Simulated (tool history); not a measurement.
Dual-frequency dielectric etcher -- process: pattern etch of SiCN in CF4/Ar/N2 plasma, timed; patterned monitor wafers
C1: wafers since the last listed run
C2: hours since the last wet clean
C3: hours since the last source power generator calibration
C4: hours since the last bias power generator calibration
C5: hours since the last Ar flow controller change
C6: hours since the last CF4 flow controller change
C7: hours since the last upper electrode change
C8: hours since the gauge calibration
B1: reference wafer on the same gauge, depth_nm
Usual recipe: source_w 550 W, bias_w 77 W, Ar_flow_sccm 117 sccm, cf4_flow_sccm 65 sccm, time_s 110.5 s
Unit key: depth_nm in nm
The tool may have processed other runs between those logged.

{"run": 1, "day": 0.0, "source_w": 550, "bias_w": 77, "Ar_flow_sccm": 117, "cf4_flow_sccm": 75, "time_s": 110.5, "C1": 0, "C2": 182.4, "C3": 4380.4, "C4": 69.1, "C5": 4827.9, "C6": 0.5, "C7": 296.4, "C8": 1299.7, "B1": 133.8, "depth_nm": 125.4}
{"run": 2, "day": 2.371, "source_w": 550, "bias_w": 77, "Ar_flow_sccm": 117, "cf4_flow_sccm": 65, "time_s": 110.5, "C1": 666, "C2": 239.3, "C3": 4437.3, "C4": 126, "C5": 4884.8, "C6": 57.4, "C7": 353.3, "C8": 1356.6, "B1": 134, "depth_nm": 124.8}
{"day": 3.717, "done": "wet clean of the chamber, repeated, since the last time left the tool worse"}
{"run": 3, "day": 3.738, "source_w": 550, "bias_w": 86, "Ar_flow_sccm": 143, "cf4_flow_sccm": 60, "time_s": 122.5, "C1": 103, "C2": 0.5, "C3": 4470.1, "C4": 158.8, "C5": 4917.6, "C6": 90.2, "C7": 386.1, "C8": 1389.4, "B1": 134, "depth_nm": 128.1}
{"run": 4, "day": 6.017, "source_w": 650, "bias_w": 77, "Ar_flow_sccm": 117, "cf4_flow_sccm": 65, "time_s": 110.5, "C1": 640, "C2": 55.2, "C3": 4524.8, "C4": 213.5, "C5": 4972.3, "C6": 144.9, "C7": 440.8, "C8": 1444.1, "B1": 133.8, "depth_nm": 134.4}
{"run": 5, "day": 8.154, "source_w": 660, "bias_w": 77, "Ar_flow_sccm": 117, "cf4_flow_sccm": 65, "time_s": 110.5, "C1": 600, "C2": 106.5, "C3": 4576.1, "C4": 264.8, "C5": 5023.6, "C6": 196.2, "C7": 492.1, "C8": 1495.4, "B1": 133.9, "depth_nm": 137.7}
{"day": 9.521, "done": "Ar flow controller replaced"}
{"run": 6, "day": 10.467, "source_w": 480, "bias_w": 77, "Ar_flow_sccm": 144, "cf4_flow_sccm": 65, "time_s": 96, "C1": 579, "C2": 162, "C3": 4631.6, "C4": 320.3, "C5": 22.7, "C6": 251.7, "C7": 547.6, "C8": 1550.9, "B1": 134, "depth_nm": 87.7}
{"day": 11.846, "done": "source power generator calibrated"}
{"run": 7, "day": 12.062, "source_w": 550, "bias_w": 77, "Ar_flow_sccm": 117, "cf4_flow_sccm": 81, "time_s": 110.5, "C1": 401, "C2": 200.3, "C3": 5.2, "C4": 358.6, "C5": 61, "C6": 290, "C7": 585.9, "C8": 1589.2, "B1": 134, "depth_nm": 119.6}
{"day": 13.279, "done": "gauge calibrated"}
{"run": 8, "day": 14.675, "source_w": 550, "bias_w": 77, "Ar_flow_sccm": 117, "cf4_flow_sccm": 65, "time_s": 110.5, "C1": 733, "C2": 263, "C3": 67.9, "C4": 421.3, "C5": 123.7, "C6": 352.7, "C7": 648.6, "C8": 33.5, "B1": 133.9, "depth_nm": 116.2}
{"run": 9, "day": 17.396, "source_w": 630, "bias_w": 65, "Ar_flow_sccm": 117, "cf4_flow_sccm": 65, "time_s": 110.5, "C1": 764, "C2": 328.3, "C3": 133.2, "C4": 486.6, "C5": 189, "C6": 418, "C7": 713.9, "C8": 98.8, "B1": 134.1, "depth_nm": 125.2}
{"run": 10, "day": 18.638, "source_w": 550, "bias_w": 77, "Ar_flow_sccm": 98, "cf4_flow_sccm": 76, "time_s": 110.5, "C1": 348, "C2": 358.1, "C3": 163, "C4": 516.4, "C5": 218.8, "C6": 447.8, "C7": 743.7, "C8": 128.6, "B1": 133.9, "depth_nm": 123.3}
{"run": 11, "day": 21.354, "source_w": 550, "bias_w": 65, "Ar_flow_sccm": 142, "cf4_flow_sccm": 65, "time_s": 110.5, "C1": 763, "C2": 423.3, "C3": 228.2, "C4": 581.6, "C5": 284, "C6": 513, "C7": 808.9, "C8": 193.8, "B1": 134.3, "depth_nm": 108.2}
{"day": 22.983, "done": "wet clean of the chamber"}
{"run": 12, "day": 23.746, "source_w": 550, "bias_w": 77, "Ar_flow_sccm": 117, "cf4_flow_sccm": 75, "time_s": 110.5, "C1": 390, "C2": 18.3, "C3": 285.6, "C4": 639, "C5": 341.4, "C6": 570.4, "C7": 866.3, "C8": 251.2, "B1": 134, "depth_nm": 117.8}
{"run": 13, "day": 25.512, "source_w": 550, "bias_w": 63, "Ar_flow_sccm": 117, "cf4_flow_sccm": 76, "time_s": 121.5, "C1": 496, "C2": 60.7, "C3": 328, "C4": 681.4, "C5": 383.8, "C6": 612.8, "C7": 908.7, "C8": 293.6, "B1": 134.2, "depth_nm": 122.1}
{"run": 14, "day": 26.854, "source_w": 550, "bias_w": 87, "Ar_flow_sccm": 117, "cf4_flow_sccm": 50, "time_s": 110.5, "C1": 376, "C2": 92.9, "C3": 360.2, "C4": 713.6, "C5": 416, "C6": 645, "C7": 940.9, "C8": 325.8, "B1": 134, "depth_nm": 119}
{"run": 15, "day": 29.8, "source_w": 550, "bias_w": 93, "Ar_flow_sccm": 89, "cf4_flow_sccm": 73, "time_s": 110.5, "C1": 827, "C2": 163.6, "C3": 430.9, "C4": 784.3, "C5": 486.7, "C6": 715.7, "C7": 1011.6, "C8": 396.5, "B1": 134, "depth_nm": 131.4}
{"run": 16, "day": 31.175, "source_w": 550, "bias_w": 64, "Ar_flow_sccm": 126, "cf4_flow_sccm": 65, "time_s": 110.5, "C1": 386, "C2": 196.6, "C3": 463.9, "C4": 817.3, "C5": 519.7, "C6": 748.7, "C7": 1044.6, "C8": 429.5, "B1": 134, "depth_nm": 109}
{"run": 17, "day": 33.479, "source_w": 460, "bias_w": 77, "Ar_flow_sccm": 117, "cf4_flow_sccm": 65, "time_s": 110.5, "C1": 647, "C2": 251.9, "C3": 519.2, "C4": 872.6, "C5": 575, "C6": 804, "C7": 1099.9, "C8": 484.8, "B1": 133.6, "depth_nm": 99.7}
{"run": 18, "day": 35.042, "source_w": 550, "bias_w": 83, "Ar_flow_sccm": 117, "cf4_flow_sccm": 65, "time_s": 110.5, "C1": 438, "C2": 289.4, "C3": 556.7, "C4": 910.1, "C5": 612.5, "C6": 841.5, "C7": 1137.4, "C8": 522.3, "B1": 134.1, "depth_nm": 121.3}
{"run": 19, "day": 36.671, "source_w": 550, "bias_w": 77, "Ar_flow_sccm": 117, "cf4_flow_sccm": 65, "time_s": 110.5, "C1": 457, "C2": 328.5, "C3": 595.8, "C4": 949.2, "C5": 651.6, "C6": 880.6, "C7": 1176.5, "C8": 561.4, "B1": 134.3, "depth_nm": 118.2}
{"run": 20, "day": 38.817, "source_w": 490, "bias_w": 77, "Ar_flow_sccm": 117, "cf4_flow_sccm": 65, "time_s": 131.5, "C1": 602, "C2": 380, "C3": 647.3, "C4": 1000.7, "C5": 703.1, "C6": 932.1, "C7": 1228, "C8": 612.9, "B1": 133.9, "depth_nm": 126.7}

What the log doesn't show, run by run:
source power that arrives over what is set, %: 0, the same for each run
bias power that arrives over what is set, %: 0, the same for each run
Ar flow that arrives over what is set, %: 0, the same for each run
CF4 flow that arrives over what is set, %: 0, the same for each run
gauge reads high (%): 0, the same for each run
H1: etch rate over this chamber's usual, %
run=1 H1=6.48
run=2 H1=6.77
run=3 H1=-0.0981
run=4 H1=0.179
run=5 H1=0.439
run=6 H1=0.72
run=7 H1=0.914
run=8 H1=1.23
run=9 H1=1.56
run=10 H1=1.71
run=11 H1=2.04
run=12 H1=-0.0505
run=13 H1=0.164
run=14 H1=0.327
run=15 H1=0.686
run=16 H1=0.853
run=17 H1=1.13
run=18 H1=1.32
run=19 H1=1.52
run=20 H1=1.78
